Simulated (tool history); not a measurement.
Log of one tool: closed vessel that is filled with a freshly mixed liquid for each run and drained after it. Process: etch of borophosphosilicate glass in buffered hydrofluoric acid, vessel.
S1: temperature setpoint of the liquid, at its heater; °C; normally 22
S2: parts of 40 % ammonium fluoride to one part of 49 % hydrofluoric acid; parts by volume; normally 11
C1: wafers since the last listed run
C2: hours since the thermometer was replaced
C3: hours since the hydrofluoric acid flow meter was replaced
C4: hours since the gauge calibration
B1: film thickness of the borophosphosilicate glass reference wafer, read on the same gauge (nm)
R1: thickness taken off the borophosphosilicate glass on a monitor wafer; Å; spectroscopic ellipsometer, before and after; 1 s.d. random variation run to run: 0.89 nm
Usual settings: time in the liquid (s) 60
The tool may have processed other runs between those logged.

Run 1, hour 0: usual settings; C1 0; C2 505.9; C3 399.6; C4 1371; B1 40.04. Result: R1 896.3 Å.
At hour 47.6: gauge calibrated.
Run 2, hour 69.9: usual settings; C1 4487; C2 575.8; C3 469.5; C4 22.3; B1 40. Result: R1 900.8 Å.
Run 3, hour 154.1: usual settings but time in the liquid (s) 70; C1 5405; C2 660; C3 553.7; C4 106.5; B1 39.97. Result: R1 1045.5 Å.
Run 4, hour 246.7: usual settings but time in the liquid (s) 70; C1 5945; C2 752.6; C3 646.3; C4 199.1; B1 40.02. Result: R1 1053.4 Å.
Run 5, hour 332.5: usual settings but time in the liquid (s) 70; C1 5508; C2 838.4; C3 732.1; C4 284.9; B1 39.96. Result: R1 1068.8 Å.
Run 6, hour 410.3: usual settings but S2 7.5 parts by volume; C1 4994; C2 916.2; C3 809.9; C4 362.7; B1 40.01. Result: R1 1269.9 Å.
Run 7, hour 463.9: usual settings; C1 3441; C2 969.8; C3 863.5; C4 416.3; B1 40.01. Result: R1 906.1 Å.
Run 8, hour 514.3: usual settings; C1 3235; C2 1020.2; C3 913.9; C4 466.7; B1 39.99. Result: R1 894.6 Å.
Run 9, hour 613.1: usual settings; C1 6343; C2 1119; C3 1012.7; C4 565.5; B1 40.04. Result: R1 894.8 Å.
Run 10, hour 673.9: usual settings; C1 3903; C2 1179.8; C3 1073.5; C4 626.3; B1 40. Result: R1 899.5 Å.
At hour 731: hydrofluoric acid flow meter replaced.
Run 11, hour 781.8: usual settings; C1 6863; C2 1287.7; C3 50.8; C4 734.2; B1 40.02. Result: R1 941.2 Å.
Run 12, hour 870.9: usual settings but S2 8 parts by volume; C1 5720; C2 1376.8; C3 139.9; C4 823.3; B1 39.96. Result: R1 1270.7 Å.
Run 13, hour 920.7: usual settings but S1 19.5 °C, S2 15 parts by volume, time in the liquid (s) 85; C1 3197; C2 1426.6; C3 189.7; C4 873.1; B1 39.99. Result: R1 871.6 Å.
Run 14, hour 987.5: usual settings; C1 4288; C2 1493.4; C3 256.5; C4 939.9; B1 40.01. Result: R1 947.5 Å.
At hour 1064.6: thermometer replaced.
Run 15, hour 1075.1: usual settings but S1 26.5 °C, time in the liquid (s) 30; C1 5559; C2 10.5; C3 344.1; C4 1027.5; B1 40.06. Result: R1 565 Å.
Run 16, hour 1112: usual settings but S1 24.5 °C, S2 14 parts by volume, time in the liquid (s) 30; C1 2369; C2 47.4; C3 381; C4 1064.4; B1 40.01. Result: R1 408.9 Å.
Run 17, hour 1208.8: usual settings but S1 19 °C, S2 9 parts by volume, time in the liquid (s) 40; C1 6214; C2 144.2; C3 477.8; C4 1161.2; B1 40.02. Result: R1 593.1 Å.
At hour 1251.2: gauge calibrated.
Run 18, hour 1528.5: usual settings but S1 18.5 °C; C1 20525; C2 463.9; C3 797.5; C4 277.3; B1 39.99. Result: R1 722.8 Å.
Run 19, hour 1603.6: usual settings but time in the liquid (s) 75; C1 4821; C2 539; C3 872.6; C4 352.4; B1 40.02. Result: R1 1105.1 Å.
Run 20, hour 1679.3: usual settings but S1 25 °C, S2 7 parts by volume, time in the liquid (s) 30; C1 4860; C2 614.7; C3 948.3; C4 428.1; B1 40. Result: R1 803.3 Å.
Run 21, hour 1729.9: usual settings; C1 3248; C2 665.3; C3 998.9; C4 478.7; B1 39.95. Result: R1 889.6 Å.
Run 22, hour 1828.5: usual settings but S1 20 °C, S2 14.5 parts by volume, time in the liquid (s) 45; C1 6330; C2 763.9; C3 1097.5; C4 577.3; B1 39.97. Result: R1 443.4 Å.
Run 23, hour 1923.1: usual settings but S1 24 °C, S2 9.5 parts by volume, time in the liquid (s) 45; C1 6073; C2 858.5; C3 1192.1; C4 671.9; B1 40.02. Result: R1 837.6 Å.
Run 24, hour 1964.4: usual settings; C1 2651; C2 899.8; C3 1233.4; C4 713.2; B1 39.97. Result: R1 886 Å.
At hour 2015.9: hydrofluoric acid flow meter replaced.
Run 25, hour 2071.9: usual settings but S1 17.5 °C; C1 6837; C2 1007.3; C3 56; C4 820.7; B1 40.01. Result: R1 742.3 Å.

A few steps of R1 between consecutive runs. Split each: what settings, incoming material and random variation would produce without the hidden state, and what is left over for the hidden state, along with gauge scatter present in only one of the two compared results (measured, and without hidden state):
Hidden conditions of the tool in this case: liquid hotter than its thermometer reads (K); hydrofluoric acid flow below the setpoint (%); gauge reads high (%).
Run 10 -> 11: hydrofluoric acid flow meter replaced. R1 +41.7 Å: hidden state +54.9, all else -13.2.
Run 12 -> 13: S1 22 -> 19.5, S2 8 -> 15, time in the liquid (s) 60 -> 85. R1 -399.1 Å: hidden state -12.2, all else -386.9.
Run 21 -> 22: S1 22 -> 20, S2 11 -> 14.5, time in the liquid (s) 60 -> 45. R1 -446.2 Å: hidden state +16.9, all else -463.1.
Run 24 -> 25: S1 22 -> 17.5, hydrofluoric acid flow meter replaced. R1 -143.7 Å: hidden state +63.7, all else -207.4.

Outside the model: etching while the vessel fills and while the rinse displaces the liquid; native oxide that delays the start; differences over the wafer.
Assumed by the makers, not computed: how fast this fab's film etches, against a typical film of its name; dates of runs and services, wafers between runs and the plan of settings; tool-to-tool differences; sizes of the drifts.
